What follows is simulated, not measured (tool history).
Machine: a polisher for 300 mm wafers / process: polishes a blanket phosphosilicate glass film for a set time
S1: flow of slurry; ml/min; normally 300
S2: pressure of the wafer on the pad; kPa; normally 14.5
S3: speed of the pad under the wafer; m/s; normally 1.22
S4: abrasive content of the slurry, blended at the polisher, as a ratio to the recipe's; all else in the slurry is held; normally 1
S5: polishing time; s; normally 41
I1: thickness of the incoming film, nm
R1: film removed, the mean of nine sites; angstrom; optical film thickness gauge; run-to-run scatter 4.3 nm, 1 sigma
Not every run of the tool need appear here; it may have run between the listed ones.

{"run": 1, "day": 0.0, "S1": 300, "S2": 14.5, "S3": 1.22, "S4": 1, "S5": 41, "I1": 2397.2, "R1": 3215}
{"run": 2, "day": 0.421, "S1": 300, "S2": 14.5, "S3": 1.22, "S4": 1, "S5": 41, "I1": 2430.2, "R1": 3086}
{"run": 3, "day": 1.158, "S1": 380, "S2": 14.5, "S3": 1.22, "S4": 1.1, "S5": 41, "I1": 2435.6, "R1": 3331}
{"run": 4, "day": 1.421, "S1": 300, "S2": 14.5, "S3": 1.22, "S4": 0.8, "S5": 41, "I1": 2398.9, "R1": 2831}
{"run": 5, "day": 2.012, "S1": 300, "S2": 16.5, "S3": 0.9, "S4": 1, "S5": 41, "I1": 2427.5, "R1": 2739}
{"run": 6, "day": 2.675, "S1": 300, "S2": 14.5, "S3": 1.22, "S4": 1, "S5": 41, "I1": 2394.6, "R1": 3007}
{"run": 7, "day": 3.192, "S1": 300, "S2": 14.5, "S3": 0.98, "S4": 1, "S5": 36, "I1": 2397.5, "R1": 2242}
{"run": 8, "day": 3.512, "S1": 235, "S2": 12.4, "S3": 0.94, "S4": 1.2, "S5": 41, "I1": 2420.1, "R1": 2212}
{"run": 9, "day": 3.908, "S1": 300, "S2": 10.3, "S3": 1.22, "S4": 1, "S5": 41, "I1": 2454.9, "R1": 2186}
{"day": 4.196, "done": "worn pad replaced by a new one"}
{"run": 10, "day": 4.571, "S1": 300, "S2": 14.5, "S3": 1.08, "S4": 1, "S5": 41, "I1": 2447.6, "R1": 2718}
{"day": 5.175, "done": "slurry nozzle cleaned"}
{"run": 11, "day": 5.246, "S1": 300, "S2": 16.5, "S3": 0.8, "S4": 0.9, "S5": 52, "I1": 2450.7, "R1": 2903}
{"day": 5.367, "done": "head pressure recalibrated"}
{"run": 12, "day": 5.608, "S1": 300, "S2": 11, "S3": 1.62, "S4": 1, "S5": 41, "I1": 2424.1, "R1": 2785}
{"run": 13, "day": 6.038, "S1": 270, "S2": 11.7, "S3": 1.22, "S4": 1, "S5": 41, "I1": 2455.1, "R1": 2401}
{"run": 14, "day": 6.762, "S1": 300, "S2": 14.5, "S3": 1.22, "S4": 0.85, "S5": 41, "I1": 2392.3, "R1": 2710}
{"day": 7.625, "done": "slurry blender recalibrated"}
{"run": 15, "day": 8.779, "S1": 365, "S2": 14.5, "S3": 1.22, "S4": 1, "S5": 52, "I1": 2431.2, "R1": 4217}
{"day": 9.221, "done": "worn pad replaced by a new one"}
{"run": 16, "day": 9.271, "S1": 300, "S2": 14.5, "S3": 1.22, "S4": 1.2, "S5": 41, "I1": 2390.7, "R1": 3455}
{"run": 17, "day": 9.958, "S1": 300, "S2": 14.5, "S3": 1.22, "S4": 0.75, "S5": 41, "I1": 2393.4, "R1": 2835}
{"run": 18, "day": 10.408, "S1": 300, "S2": 19.3, "S3": 0.8, "S4": 1.2, "S5": 54, "I1": 2420.6, "R1": 4181}
{"run": 19, "day": 10.8, "S1": 245, "S2": 14.5, "S3": 1.1, "S4": 1.3, "S5": 37, "I1": 2410.9, "R1": 2804}
{"run": 20, "day": 11.171, "S1": 300, "S2": 14.5, "S3": 1.22, "S4": 1, "S5": 41, "I1": 2423.5, "R1": 3162}
{"run": 21, "day": 11.662, "S1": 300, "S2": 14.5, "S3": 1.22, "S4": 1, "S5": 41, "I1": 2415.4, "R1": 3075}
{"run": 22, "day": 11.967, "S1": 300, "S2": 14.5, "S3": 1.22, "S4": 0.75, "S5": 41, "I1": 2443.3, "R1": 2688}
{"day": 12.454, "done": "conditioning disc replaced and pad reconditioned"}
{"run": 23, "day": 12.475, "S1": 390, "S2": 10.3, "S3": 0.9, "S4": 1.3, "S5": 41, "I1": 2429.5, "R1": 1989}
{"run": 24, "day": 13.05, "S1": 400, "S2": 11, "S3": 0.82, "S4": 1, "S5": 41, "I1": 2436.1, "R1": 1769}
{"day": 13.538, "done": "worn pad replaced by a new one"}
{"run": 25, "day": 13.583, "S1": 300, "S2": 14.5, "S3": 0.8, "S4": 1.15, "S5": 41, "I1": 2462.1, "R1": 2297}
{"run": 26, "day": 14.067, "S1": 375, "S2": 14.5, "S3": 1.22, "S4": 0.85, "S5": 41, "I1": 2440.5, "R1": 2835}

Below are 4 alternative next runs, each starting from the tool's condition after run 26. Predict each:
{"run": "A", "day": 14.083, "S1": 300, "S2": 14.5, "S3": 1.22, "S4": 1.25, "S5": 41, "I1": 2393.9, "R1": "?"}
{"run": "B", "day": 14.083, "S1": 300, "S2": 14.5, "S3": 1.22, "S4": 0.8, "S5": 34, "I1": 2393.9, "R1": "?"}
{"run": "C", "day": 14.083, "S1": 300, "S2": 17.9, "S3": 1.22, "S4": 0.7, "S5": 41, "I1": 2393.9, "R1": "?"}
{"run": "D", "day": 14.083, "S1": 345, "S2": 18.6, "S3": 1.22, "S4": 1.1, "S5": 54, "I1": 2393.9, "R1": "?"}

run=A R1=3337
run=B R1=2275
run=C R1=3188
run=D R1=5427
Without the tool's hidden state the same runs would have given:
run=A R1=3587
run=B R1=2486
run=C R1=3500
run=D R1=5861
